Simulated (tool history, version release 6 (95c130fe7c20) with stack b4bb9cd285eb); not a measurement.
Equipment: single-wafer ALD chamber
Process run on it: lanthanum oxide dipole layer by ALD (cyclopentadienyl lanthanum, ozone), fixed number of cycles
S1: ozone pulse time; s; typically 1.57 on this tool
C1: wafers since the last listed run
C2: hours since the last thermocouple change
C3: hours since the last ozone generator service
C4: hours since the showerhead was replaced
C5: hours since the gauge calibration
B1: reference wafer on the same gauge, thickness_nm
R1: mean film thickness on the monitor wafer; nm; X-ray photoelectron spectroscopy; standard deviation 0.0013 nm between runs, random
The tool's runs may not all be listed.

| run | hour | S1 | C1 | C2 | C3 | C4 | C5 | B1 | R1 |
|---|---|---|---|---|---|---|---|---|---|
| 1 | 0 | 1.95 | 0 | 1290.2 | 625.3 | 4919.8 | 575.7 | 0.431 | 0.533 |
|  | 39.1 | ozone generator serviced |
| 2 | 49.4 | 1.95 | 478 | 1339.6 | 10.3 | 4969.2 | 625.1 | 0.431 | 0.537 |
| 3 | 107.5 | 1.95 | 670 | 1397.7 | 68.4 | 5027.3 | 683.2 | 0.431 | 0.537 |
| 4 | 166.1 | 1.23 | 676 | 1456.3 | 127 | 5085.9 | 741.8 | 0.431 | 0.494 |
| 5 | 273.1 | 1.23 | 1235 | 1563.3 | 234 | 5192.9 | 848.8 | 0.431 | 0.49 |
| 6 | 325.1 | 1.74 | 600 | 1615.3 | 286 | 5244.9 | 900.8 | 0.431 | 0.529 |
| 7 | 401.3 | 1.57 | 879 | 1691.5 | 362.2 | 5321.1 | 977 | 0.431 | 0.519 |
| 8 | 446.6 | 1.57 | 523 | 1736.8 | 407.5 | 5366.4 | 1022.3 | 0.431 | 0.52 |
| 9 | 525 | 1.57 | 905 | 1815.2 | 485.9 | 5444.8 | 1100.7 | 0.431 | 0.517 |
|  | 591.6 | gauge calibrated |
| 10 | 615.9 | 1.57 | 1049 | 1906.1 | 576.8 | 5535.7 | 24.3 | 0.431 | 0.515 |
| 11 | 675.1 | 1.57 | 683 | 1965.3 | 636 | 5594.9 | 83.5 | 0.431 | 0.513 |
|  | 686.9 | ozone generator serviced |
| 12 | 759 | 2.06 | 876 | 2049.2 | 72.1 | 5678.8 | 167.4 | 0.431 | 0.541 |
| 13 | 856.4 | 1.31 | 1124 | 2146.6 | 169.5 | 5776.2 | 264.8 | 0.431 | 0.501 |
| 14 | 921.5 | 1.15 | 751 | 2211.7 | 234.6 | 5841.3 | 329.9 | 0.431 | 0.483 |
| 15 | 993.4 | 2.05 | 830 | 2283.6 | 306.5 | 5913.2 | 401.8 | 0.431 | 0.539 |
| 16 | 1052.7 | 1.57 | 684 | 2342.9 | 365.8 | 5972.5 | 461.1 | 0.432 | 0.518 |

Expected results for the next run?
| 17 | 1089.4 | 1.88 | 423 | 2379.6 | 402.5 | 6009.2 | 497.8 | ? | ? |

Logged for run 17: B1 0.431, R1 0.532 nm.
On a tool with no hidden condition, and with the same random variation, this run would have come out at R1 0.536 nm.
